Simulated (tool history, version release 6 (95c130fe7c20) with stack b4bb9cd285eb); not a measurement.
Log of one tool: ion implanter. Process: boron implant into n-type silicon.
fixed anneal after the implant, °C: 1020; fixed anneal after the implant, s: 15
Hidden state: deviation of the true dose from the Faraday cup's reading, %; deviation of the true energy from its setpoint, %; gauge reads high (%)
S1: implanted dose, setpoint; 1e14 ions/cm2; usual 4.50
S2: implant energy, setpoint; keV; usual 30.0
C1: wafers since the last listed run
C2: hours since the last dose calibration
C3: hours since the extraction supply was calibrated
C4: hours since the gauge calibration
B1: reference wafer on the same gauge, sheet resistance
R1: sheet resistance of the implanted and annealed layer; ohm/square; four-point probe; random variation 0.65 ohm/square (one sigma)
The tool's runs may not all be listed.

run 1 hour=0.0 | S1=4.50 S2=30.0 | C1=0 C2=816.4 C3=5211.0 C4=56.6 | B1=220.27 | R1=191.69
run 2 hour=7.5 | S1=4.50 S2=34.0 | C1=120 C2=823.9 C3=5218.5 C4=64.1 | B1=219.80 | R1=188.51
run 3 hour=21.4 | S1=4.50 S2=34.0 | C1=223 C2=837.8 C3=5232.4 C4=78.0 | B1=220.31 | R1=188.07
run 4 hour=56.4 | S1=4.50 S2=30.0 | C1=563 C2=872.8 C3=5267.4 C4=113.0 | B1=220.00 | R1=191.01
run 5 hour=63.2 | S1=4.02 S2=30.0 | C1=109 C2=879.6 C3=5274.2 C4=119.8 | B1=220.25 | R1=209.64
run 6 hour=78.3 | S1=4.02 S2=30.0 | C1=243 C2=894.7 C3=5289.3 C4=134.9 | B1=220.10 | R1=209.47
run 7 hour=90.1 | S1=4.02 S2=30.0 | C1=190 C2=906.5 C3=5301.1 C4=146.7 | B1=220.09 | R1=208.81
run 8 hour=101.8 | S1=4.17 S2=24.5 | C1=188 C2=918.2 C3=5312.8 C4=158.4 | B1=219.90 | R1=207.80
run 9 hour=110.1 | S1=4.17 S2=24.5 | C1=133 C2=926.5 C3=5321.1 C4=166.7 | B1=220.10 | R1=208.55
run 10 hour=123.9 | S1=4.17 S2=24.5 | C1=222 C2=940.3 C3=5334.9 C4=180.5 | B1=219.72 | R1=206.57
-- hour=140.7 Faraday cup replaced and dose calibrated
run 11 hour=141.6 | S1=4.50 S2=26.5 | C1=156 C2=0.9 C3=5352.6 C4=198.2 | B1=220.09 | R1=201.68
run 12 hour=154.3 | S1=5.30 S2=30.0 | C1=204 C2=13.6 C3=5365.3 C4=210.9 | B1=220.02 | R1=173.95
run 13 hour=207.7 | S1=3.67 S2=35.0 | C1=860 C2=67.0 C3=5418.7 C4=264.3 | B1=219.78 | R1=229.50
run 14 hour=213.9 | S1=4.50 S2=25.5 | C1=99 C2=73.2 C3=5424.9 C4=270.5 | B1=219.99 | R1=200.96
-- hour=235.1 gauge calibrated
run 15 hour=249.4 | S1=4.50 S2=30.0 | C1=571 C2=108.7 C3=5460.4 C4=14.3 | B1=220.05 | R1=196.93
run 16 hour=259.9 | S1=4.50 S2=37.5 | C1=169 C2=119.2 C3=5470.9 C4=24.8 | B1=219.71 | R1=192.00
-- hour=268.2 extraction supply calibrated
run 17 hour=276.1 | S1=3.96 S2=27.0 | C1=132 C2=135.4 C3=7.9 C4=41.0 | B1=219.96 | R1=220.55
run 18 hour=288.3 | S1=4.50 S2=30.0 | C1=196 C2=147.6 C3=20.1 C4=53.2 | B1=220.10 | R1=195.88
run 19 hour=302.5 | S1=3.52 S2=35.5 | C1=228 C2=161.8 C3=34.3 C4=67.4 | B1=220.03 | R1=233.70
run 20 hour=311.0 | S1=3.55 S2=21.5 | C1=136 C2=170.3 C3=42.8 C4=75.9 | B1=220.08 | R1=246.64
run 21 hour=327.1 | S1=4.50 S2=30.0 | C1=259 C2=186.4 C3=58.9 C4=92.0 | B1=219.98 | R1=194.77
run 22 hour=344.7 | S1=4.12 S2=23.5 | C1=283 C2=204.0 C3=76.5 C4=109.6 | B1=219.95 | R1=214.87
run 23 hour=361.2 | S1=4.02 S2=30.0 | C1=265 C2=220.5 C3=93.0 C4=126.1 | B1=220.21 | R1=213.10
run 24 hour=370.6 | S1=4.50 S2=25.0 | C1=151 C2=229.9 C3=102.4 C4=135.5 | B1=219.77 | R1=198.23

Some steps in R1 between neighbouring runs. How much of each would the tool show without its hidden state too (settings, what came in, random variation), and how much is left for the hidden state, with any gauge scatter that isn't in both results?
Run 10 -> 11: S1 4.17 -> 4.50, S2 24.5 -> 26.5, Faraday cup replaced and dose calibrated. R1 -4.89 ohm/square: hidden state +8.92, all else -13.81.
Run 12 -> 13: S1 5.30 -> 3.67, S2 30.0 -> 35.0. R1 +55.55 ohm/square: hidden state -1.79, all else +57.34.
Run 20 -> 21: S1 3.55 -> 4.50, S2 21.5 -> 30.0. R1 -51.87 ohm/square: hidden state +0.79, all else -52.66.
